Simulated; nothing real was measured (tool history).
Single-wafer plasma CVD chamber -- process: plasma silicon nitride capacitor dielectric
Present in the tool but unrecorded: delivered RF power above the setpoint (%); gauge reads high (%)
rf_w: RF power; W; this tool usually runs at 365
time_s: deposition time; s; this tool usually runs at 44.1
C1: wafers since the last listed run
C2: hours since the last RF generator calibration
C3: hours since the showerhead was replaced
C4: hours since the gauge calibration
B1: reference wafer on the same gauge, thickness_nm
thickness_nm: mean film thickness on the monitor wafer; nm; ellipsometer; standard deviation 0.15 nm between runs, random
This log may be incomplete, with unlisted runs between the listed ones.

Run 1, hour 0.0: usual settings; C1 0; C2 1383.1; C3 3293.9; C4 279.6; B1 66.566. Result: thickness_nm 54.442 nm.
Run 2, hour 21.0: usual settings; C1 327; C2 1404.1; C3 3314.9; C4 300.6; B1 66.580. Result: thickness_nm 54.528 nm.
Run 3, hour 45.8: usual settings; C1 386; C2 1428.9; C3 3339.7; C4 325.4; B1 66.598. Result: thickness_nm 54.669 nm.
Run 4, hour 67.5: usual settings but time_s 46.3 s; C1 338; C2 1450.6; C3 3361.4; C4 347.1; B1 66.636. Result: thickness_nm 56.998 nm.
Run 5, hour 94.4: usual settings but time_s 46.3 s; C1 419; C2 1477.5; C3 3388.3; C4 374.0; B1 66.620. Result: thickness_nm 57.356 nm.
Run 6, hour 123.5: usual settings but time_s 46.3 s; C1 453; C2 1506.6; C3 3417.4; C4 403.1; B1 66.624. Result: thickness_nm 56.904 nm.
Run 7, hour 144.1: usual settings; C1 321; C2 1527.2; C3 3438.0; C4 423.7; B1 66.603. Result: thickness_nm 54.432 nm.
Run 8, hour 169.3: usual settings; C1 393; C2 1552.4; C3 3463.2; C4 448.9; B1 66.628. Result: thickness_nm 54.357 nm.
Run 9, hour 186.3: usual settings; C1 265; C2 1569.4; C3 3480.2; C4 465.9; B1 66.653. Result: thickness_nm 54.484 nm.
Run 10, hour 199.1: usual settings but time_s 47.7 s; C1 199; C2 1582.2; C3 3493.0; C4 478.7; B1 66.596. Result: thickness_nm 59.143 nm.
Run 11, hour 219.9: usual settings but rf_w 395 W; C1 324; C2 1603.0; C3 3513.8; C4 499.5; B1 66.598. Result: thickness_nm 56.232 nm.
Run 12, hour 235.3: usual settings but rf_w 395 W; C1 240; C2 1618.4; C3 3529.2; C4 514.9; B1 66.503. Result: thickness_nm 55.991 nm.
At hour 241.3: gauge calibrated.
Run 13, hour 270.1: usual settings but rf_w 395 W; C1 542; C2 1653.2; C3 3564.0; C4 28.8; B1 66.604. Result: thickness_nm 56.076 nm.
Run 14, hour 305.5: usual settings; C1 552; C2 1688.6; C3 3599.4; C4 64.2; B1 66.631. Result: thickness_nm 54.236 nm.
Run 15, hour 327.2: usual settings; C1 338; C2 1710.3; C3 3621.1; C4 85.9; B1 66.576. Result: thickness_nm 54.227 nm.
Run 16, hour 339.6: usual settings; C1 193; C2 1722.7; C3 3633.5; C4 98.3; B1 66.555. Result: thickness_nm 54.205 nm.
Run 17, hour 359.8: usual settings but rf_w 425 W, time_s 47.6 s; C1 315; C2 1742.9; C3 3653.7; C4 118.5; B1 66.567. Result: thickness_nm 61.820 nm.
Run 18, hour 382.7: usual settings but rf_w 300 W; C1 357; C2 1765.8; C3 3676.6; C4 141.4; B1 66.489. Result: thickness_nm 50.062 nm.
Run 19, hour 399.2: usual settings but rf_w 385 W, time_s 50.7 s; C1 257; C2 1782.3; C3 3693.1; C4 157.9; B1 66.711. Result: thickness_nm 63.430 nm.
Run 20, hour 418.4: usual settings but rf_w 390 W, time_s 39.1 s; C1 299; C2 1801.5; C3 3712.3; C4 177.1; B1 66.629. Result: thickness_nm 49.219 nm.
Run 21, hour 441.9: usual settings; C1 366; C2 1825.0; C3 3735.8; C4 200.6; B1 66.606. Result: thickness_nm 53.825 nm.
Run 22, hour 477.6: usual settings but time_s 51.1 s; C1 556; C2 1860.7; C3 3771.5; C4 236.3; B1 66.526. Result: thickness_nm 62.610 nm.
Run 23, hour 498.6: usual settings but rf_w 325 W, time_s 37.8 s; C1 327; C2 1881.7; C3 3792.5; C4 257.3; B1 66.650. Result: thickness_nm 44.324 nm.
At hour 531.5: showerhead replaced.
Run 24, hour 532.0: usual settings but rf_w 420 W; C1 396; C2 1915.1; C3 0.5; C4 290.7; B1 66.598. Result: thickness_nm 57.172 nm.
Run 25, hour 557.3: usual settings but time_s 37.1 s; C1 394; C2 1940.4; C3 25.8; C4 316.0; B1 66.655. Result: thickness_nm 45.292 nm.
At hour 589.7: RF generator calibrated.
Run 26, hour 590.2: usual settings; C1 388; C2 0.5; C3 58.7; C4 348.9; B1 66.659. Result: thickness_nm 56.011 nm.
Run 27, hour 623.9: usual settings but rf_w 410 W, time_s 35.4 s; C1 525; C2 34.2; C3 92.4; C4 382.6; B1 66.564. Result: thickness_nm 47.086 nm.
Run 28, hour 652.4: usual settings but rf_w 290 W, time_s 52.5 s; C1 444; C2 62.7; C3 120.9; C4 411.1; B1 66.566. Result: thickness_nm 60.722 nm.
Run 29, hour 686.4: usual settings but rf_w 320 W, time_s 35.4 s; C1 530; C2 96.7; C3 154.9; C4 445.1; B1 66.618. Result: thickness_nm 42.809 nm.
Run 30, hour 750.3: usual settings but rf_w 430 W, time_s 52.3 s; C1 996; C2 160.6; C3 218.8; C4 509.0; B1 66.614. Result: thickness_nm 70.505 nm.
Run 31, hour 777.5: usual settings but rf_w 330 W; C1 424; C2 187.8; C3 246.0; C4 536.2; B1 66.657. Result: thickness_nm 54.062 nm.

Alternative continuations, all from the tool just after run 31; predict every row:
Run A, hour 777.9: usual settings but time_s 40.0 s; C1 6; C2 188.2; C3 246.4; C4 536.6; B1 ?. Result: thickness_nm ?.
Run B, hour 777.9: usual settings but rf_w 400 W, time_s 51.5 s; C1 6; C2 188.2; C3 246.4; C4 536.6; B1 ?. Result: thickness_nm ?.
Run C, hour 777.9: usual settings but rf_w 315 W, time_s 38.1 s; C1 6; C2 188.2; C3 246.4; C4 536.6; B1 ?. Result: thickness_nm ?.

run      B1  thickness_nm
  A  66.604        50.771
  B  66.604        67.645
  C  66.604        45.685
Had the tool no hidden state, the same runs would have come out as:
run  thickness_nm
  A        50.987
  B        67.933
  C        45.879

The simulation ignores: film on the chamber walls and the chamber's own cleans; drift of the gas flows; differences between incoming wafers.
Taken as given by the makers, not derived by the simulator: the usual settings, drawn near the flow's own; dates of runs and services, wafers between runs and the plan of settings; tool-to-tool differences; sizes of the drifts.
